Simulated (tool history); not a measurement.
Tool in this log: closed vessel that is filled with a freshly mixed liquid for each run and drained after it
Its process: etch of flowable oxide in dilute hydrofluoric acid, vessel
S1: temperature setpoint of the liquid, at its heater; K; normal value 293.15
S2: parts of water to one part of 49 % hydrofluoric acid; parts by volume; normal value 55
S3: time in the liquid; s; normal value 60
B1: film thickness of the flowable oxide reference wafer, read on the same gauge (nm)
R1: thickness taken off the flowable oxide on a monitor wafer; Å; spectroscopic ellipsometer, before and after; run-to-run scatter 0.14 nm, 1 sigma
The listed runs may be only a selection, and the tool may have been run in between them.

run	hour	S1	S2	S3	B1	R1
1	0	293.15	55	60	29.99	447.5
2	7.8	293.15	55	60	30.04	445.2
# hour 10.9: gauge calibrated
3	20	293.15	55	60	30.05	444.3
4	33.3	293.15	55	60	30.04	443.1
5	47.2	290.15	55	85	30	555.2
6	61.2	293.15	55	75	30.01	559.3
7	75.9	293.15	55	75	30	561.7
# hour 78: hydrofluoric acid flow meter replaced
# hour 81.1: thermometer replaced
8	92.5	293.15	55	75	30	502.5
9	100.8	293.15	55	60	30.03	406.1
10	110.5	290.15	70	85	30.01	390.3
11	126.9	293.15	55	60	30.01	403.8
12	142	293.15	80	75	29.99	337.2
# hour 146.2: gauge calibrated
13	158.4	290.15	30	90	29.97	1013.8
14	169.5	293.15	55	70	30.03	474.8
15	181.9	290.15	65	60	30.07	299.5
16	198	294.65	30	60	30.02	825.4

4 ways to go on from here, each from the tool as it stands after run 16. What would each give?
A	198.7	293.15	55	60	?	?
B	198.7	291.15	65	80	?	?
C	198.7	290.15	55	40	?	?
D	198.7	290.65	55	60	?	?

run	B1	R1
A	29.96	408.8
B	29.96	418.8
C	29.96	239.7
D	29.96	367.4
The same runs, with their run-to-run variation unchanged, on a tool lacking any hidden condition would have given:
run	R1
A	403.6
B	413.4
C	236.6
D	362.7

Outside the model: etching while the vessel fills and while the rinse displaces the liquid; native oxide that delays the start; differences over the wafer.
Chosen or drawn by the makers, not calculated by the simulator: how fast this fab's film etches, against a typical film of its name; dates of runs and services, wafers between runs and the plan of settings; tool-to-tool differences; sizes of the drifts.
